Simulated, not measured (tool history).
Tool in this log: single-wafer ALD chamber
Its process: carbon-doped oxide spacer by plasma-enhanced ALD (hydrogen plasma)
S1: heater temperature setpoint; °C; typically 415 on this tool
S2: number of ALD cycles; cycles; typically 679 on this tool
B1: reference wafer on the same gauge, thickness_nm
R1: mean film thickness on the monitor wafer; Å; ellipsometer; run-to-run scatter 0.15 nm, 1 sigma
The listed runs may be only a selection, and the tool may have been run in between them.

{"run": 1, "day": 0.0, "S1": 415, "S2": 679, "B1": 34.579, "R1": 321.57}
{"run": 2, "day": 1.912, "S1": 415, "S2": 771, "B1": 34.494, "R1": 364.91}
{"run": 3, "day": 3.342, "S1": 426, "S2": 612, "B1": 34.429, "R1": 280.81}
{"run": 4, "day": 5.575, "S1": 415, "S2": 679, "B1": 34.354, "R1": 317.82}
{"run": 5, "day": 7.338, "S1": 424, "S2": 679, "B1": 34.297, "R1": 312.46}
{"run": 6, "day": 10.167, "S1": 424, "S2": 679, "B1": 34.137, "R1": 310.87}
{"run": 7, "day": 17.362, "S1": 410, "S2": 726, "B1": 33.801, "R1": 339.66}
{"run": 8, "day": 19.062, "S1": 410, "S2": 726, "B1": 33.647, "R1": 337.61}
{"run": 9, "day": 20.338, "S1": 410, "S2": 726, "B1": 33.616, "R1": 341.13}
{"day": 20.425, "done": "gauge calibrated"}
{"run": 10, "day": 21.775, "S1": 415, "S2": 679, "B1": 34.768, "R1": 321.29}
{"run": 11, "day": 23.008, "S1": 415, "S2": 679, "B1": 34.79, "R1": 322.06}
{"run": 12, "day": 24.412, "S1": 415, "S2": 679, "B1": 34.75, "R1": 324.46}
{"run": 13, "day": 27.15, "S1": 422, "S2": 679, "B1": 34.716, "R1": 315.14}
{"run": 14, "day": 30.05, "S1": 415, "S2": 679, "B1": 34.682, "R1": 322.99}
{"run": 15, "day": 32.025, "S1": 415, "S2": 679, "B1": 34.63, "R1": 323.24}
{"run": 16, "day": 34.0, "S1": 420, "S2": 776, "B1": 34.689, "R1": 363.89}
{"run": 17, "day": 36.179, "S1": 415, "S2": 679, "B1": 34.591, "R1": 321.37}
{"run": 18, "day": 38.904, "S1": 415, "S2": 679, "B1": 34.545, "R1": 321.14}
{"run": 19, "day": 39.975, "S1": 408, "S2": 749, "B1": 34.538, "R1": 359.63}
{"day": 41.771, "done": "thermocouple changed; heater temperature recalibrated"}
{"run": 20, "day": 41.958, "S1": 405, "S2": 551, "B1": 34.441, "R1": 267.3}
{"run": 21, "day": 49.175, "S1": 429, "S2": 593, "B1": 34.241, "R1": 266.61}
{"run": 22, "day": 51.383, "S1": 405, "S2": 551, "B1": 34.138, "R1": 263.63}
{"run": 23, "day": 52.496, "S1": 419, "S2": 786, "B1": 34.121, "R1": 362.05}
{"run": 24, "day": 53.5, "S1": 424, "S2": 814, "B1": 34.045, "R1": 366.06}
{"run": 25, "day": 56.067, "S1": 415, "S2": 679, "B1": 33.93, "R1": 315.02}
{"run": 26, "day": 58.288, "S1": 426, "S2": 753, "B1": 33.868, "R1": 336.27}
{"run": 27, "day": 61.258, "S1": 430, "S2": 778, "B1": 33.649, "R1": 343.73}

Forecast each of these 4 alternatives for the next run:
{"run": "A", "day": 61.317, "S1": 415, "S2": 679, "B1": "?", "R1": "?"}
{"run": "B", "day": 61.317, "S1": 415, "S2": 604, "B1": "?", "R1": "?"}
{"run": "C", "day": 61.317, "S1": 409, "S2": 735, "B1": "?", "R1": "?"}
{"run": "D", "day": 61.317, "S1": 425, "S2": 745, "B1": "?", "R1": "?"}

run=A B1=33.655 R1=311.4
run=B B1=33.655 R1=277
run=C B1=33.655 R1=342.67
run=D B1=33.655 R1=332.22
With no hidden state in the tool, these same runs would have given:
run=A R1=323.67
run=B R1=287.92
run=C R1=356.17
run=D R1=345.31
